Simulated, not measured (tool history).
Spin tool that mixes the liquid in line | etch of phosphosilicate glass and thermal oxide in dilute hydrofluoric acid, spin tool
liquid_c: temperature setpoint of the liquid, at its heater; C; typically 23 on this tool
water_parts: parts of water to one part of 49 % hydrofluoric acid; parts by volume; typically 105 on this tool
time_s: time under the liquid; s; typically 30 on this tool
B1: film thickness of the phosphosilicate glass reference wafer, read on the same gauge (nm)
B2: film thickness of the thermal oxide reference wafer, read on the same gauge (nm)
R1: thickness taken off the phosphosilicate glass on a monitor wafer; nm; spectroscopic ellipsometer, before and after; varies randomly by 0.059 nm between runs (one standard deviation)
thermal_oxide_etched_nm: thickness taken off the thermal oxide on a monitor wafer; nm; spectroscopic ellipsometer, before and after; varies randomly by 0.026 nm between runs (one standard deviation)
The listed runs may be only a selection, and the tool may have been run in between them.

Run 1, day 0: usual settings; B1 69.98; B2 100.012. Result: R1 19.1 nm, thermal_oxide_etched_nm 1.454 nm.
Run 2, day 0.775: usual settings; B1 69.96; B2 100.011. Result: R1 19.3 nm, thermal_oxide_etched_nm 1.386 nm.
Run 3, day 2.004: usual settings; B1 69.99; B2 99.973. Result: R1 19.31 nm, thermal_oxide_etched_nm 1.419 nm.
Run 4, day 3.242: usual settings but water_parts 75 parts by volume; B1 69.98; B2 100.014. Result: R1 28.16 nm, thermal_oxide_etched_nm 2.106 nm.
Run 5, day 3.983: usual settings; B1 70.01; B2 100.021. Result: R1 19.47 nm, thermal_oxide_etched_nm 1.475 nm.
Run 6, day 4.696: usual settings; B1 70.02; B2 100.025. Result: R1 19.5 nm, thermal_oxide_etched_nm 1.424 nm.
Run 7, day 5.283: usual settings; B1 70.01; B2 100.018. Result: R1 19.34 nm, thermal_oxide_etched_nm 1.487 nm.
Run 8, day 6.617: usual settings; B1 70.03; B2 100.035. Result: R1 19.59 nm, thermal_oxide_etched_nm 1.493 nm.
Run 9, day 7.696: usual settings but water_parts 135 parts by volume; B1 70; B2 100.019. Result: R1 14.72 nm, thermal_oxide_etched_nm 1.117 nm.
Run 10, day 8.904: usual settings but water_parts 135 parts by volume; B1 70.01; B2 99.963. Result: R1 14.81 nm, thermal_oxide_etched_nm 1.123 nm.
At day 9.1: hydrofluoric acid flow meter replaced.
Run 11, day 10.038: usual settings but time_s 45 s; B1 69.98; B2 100.002. Result: R1 27.29 nm, thermal_oxide_etched_nm 1.949 nm.
At day 10.433: thermometer replaced.
Run 12, day 10.621: usual settings but time_s 45 s; B1 70; B2 100.038. Result: R1 25.03 nm, thermal_oxide_etched_nm 1.855 nm.
Run 13, day 11.242: usual settings but liquid_c 20.5 C, time_s 40 s; B1 70.02; B2 100.009. Result: R1 20.24 nm, thermal_oxide_etched_nm 1.473 nm.
Run 14, day 15.608: usual settings but liquid_c 21 C, water_parts 125 parts by volume; B1 70; B2 100.014. Result: R1 12.84 nm, thermal_oxide_etched_nm 0.969 nm.
Run 15, day 16.133: usual settings; B1 70.02; B2 100.029. Result: R1 16.92 nm, thermal_oxide_etched_nm 1.255 nm.
Run 16, day 17.021: usual settings but time_s 45 s; B1 70.04; B2 99.978. Result: R1 25.55 nm, thermal_oxide_etched_nm 1.903 nm.
Run 17, day 17.879: usual settings; B1 70; B2 100.007. Result: R1 17.03 nm, thermal_oxide_etched_nm 1.227 nm.

Predict the results of run 18:
At day 18.1: gauge calibrated.
Run 18, day 19.246: usual settings but liquid_c 26.5 C, water_parts 60 parts by volume, time_s 15 s; B1 ?; B2 ?. Result: R1 ?, thermal_oxide_etched_nm ?.

B1: 70.01
B2: 99.981
R1: 18.28 nm
thermal_oxide_etched_nm: 1.387 nm
With no hidden state in the tool, this same run would have given R1 17.5 nm, thermal_oxide_etched_nm 1.328 nm.
